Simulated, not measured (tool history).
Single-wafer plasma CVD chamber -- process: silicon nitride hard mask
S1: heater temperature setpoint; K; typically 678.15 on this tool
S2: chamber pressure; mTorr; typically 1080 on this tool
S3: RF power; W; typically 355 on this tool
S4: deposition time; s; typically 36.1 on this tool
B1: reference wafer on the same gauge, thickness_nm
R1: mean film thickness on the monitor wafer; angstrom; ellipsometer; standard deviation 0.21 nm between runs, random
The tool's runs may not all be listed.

| run | hour | S1 | S2 | S3 | S4 | B1 | R1 |
|---|---|---|---|---|---|---|---|
| 1 | 0 | 678.15 | 870 | 355 | 36.1 | 39.023 | 367.67 |
| 2 | 67.8 | 678.15 | 1080 | 355 | 36.1 | 38.96 | 405.65 |
| 3 | 102.5 | 678.15 | 1080 | 355 | 36.1 | 38.99 | 403.94 |
| 4 | 154.9 | 678.15 | 1080 | 355 | 36.1 | 38.944 | 405.34 |
| 5 | 224.1 | 678.15 | 1080 | 355 | 36.1 | 38.985 | 405.05 |
| 6 | 264.5 | 678.15 | 1080 | 355 | 36.1 | 38.917 | 403.97 |
| 7 | 308.9 | 678.15 | 950 | 355 | 36.1 | 38.95 | 380.44 |
|  | 353.4 | showerhead replaced |
| 8 | 431.1 | 678.15 | 1080 | 355 | 36.1 | 38.985 | 397.73 |
| 9 | 463.5 | 682.15 | 1080 | 355 | 30.2 | 38.988 | 333.28 |
| 10 | 504.8 | 678.15 | 1080 | 355 | 36.1 | 39.04 | 400.67 |
| 11 | 555.5 | 663.15 | 1080 | 355 | 32 | 38.943 | 355.72 |
| 12 | 673.7 | 678.15 | 1080 | 355 | 36.1 | 39.044 | 393.93 |
|  | 690.7 | thermocouple changed; heater temperature recalibrated |
|  | 721.6 | RF generator calibrated |
| 13 | 732.4 | 678.15 | 1080 | 325 | 32.5 | 39.057 | 349.26 |
|  | 783.5 | capacitance manometer re-zeroed and calibrated |
| 14 | 794.4 | 664.15 | 1160 | 355 | 36.1 | 38.995 | 434.85 |
|  | 821.5 | gauge calibrated |
| 15 | 852.3 | 692.15 | 1350 | 355 | 40 | 38.998 | 501.79 |
| 16 | 890.3 | 673.15 | 970 | 375 | 36.1 | 38.95 | 408.72 |
| 17 | 931.7 | 693.15 | 880 | 285 | 36.1 | 38.956 | 341.52 |
| 18 | 992.1 | 678.15 | 1080 | 320 | 33.8 | 39.045 | 370.78 |
| 19 | 1044.5 | 678.15 | 880 | 335 | 31.3 | 38.996 | 316.34 |
| 20 | 1077.5 | 671.15 | 1200 | 395 | 30.8 | 38.999 | 387.66 |
| 21 | 1109.8 | 678.15 | 1080 | 355 | 36.1 | 38.94 | 411.56 |
| 22 | 1169.1 | 693.15 | 1080 | 295 | 42.6 | 39.028 | 442.83 |
| 23 | 1240.6 | 686.15 | 1270 | 320 | 39.6 | 39.01 | 457.02 |
| 24 | 1281.3 | 678.15 | 1080 | 355 | 36.1 | 38.99 | 411.93 |
| 25 | 1337.9 | 690.15 | 1080 | 355 | 36.1 | 38.966 | 412.04 |
| 26 | 1398.2 | 678.15 | 1080 | 355 | 43.2 | 38.966 | 492.09 |
| 27 | 1449.5 | 685.15 | 1080 | 355 | 36.1 | 38.986 | 408.83 |
| 28 | 1494.8 | 684.15 | 1080 | 385 | 36.1 | 39.048 | 428.75 |
| 29 | 1559.7 | 678.15 | 1080 | 355 | 30.4 | 38.977 | 345.7 |

A few steps of R1 between consecutive runs. Split each: what settings, incoming material and random variation would produce without the hidden state, and what is left over for the hidden state, along with gauge scatter present in only one of the two compared results (measured, and without hidden state):
The tool's hidden condition here consists of: wafer temperature above the value expected at the setpoint (K); delivered RF power above the setpoint (%); true pressure above the setpoint (%); gauge reads high (%).
Run 12 -> 13: S3 355 -> 325, S4 36.1 -> 32.5, thermocouple changed; heater temperature recalibrated, RF generator calibrated. R1 -44.67 angstrom: hidden state +7.54, all else -52.21.
Run 13 -> 14: S1 678.15 -> 664.15, S2 1080 -> 1160, S3 325 -> 355, S4 32.5 -> 36.1, capacitance manometer re-zeroed and calibrated. R1 +85.59 angstrom: hidden state +10.3, all else +75.29.
Run 15 -> 16: S1 692.15 -> 673.15, S2 1350 -> 970, S3 355 -> 375, S4 40 -> 36.1. R1 -93.07 angstrom: hidden state +0.08, all else -93.15.
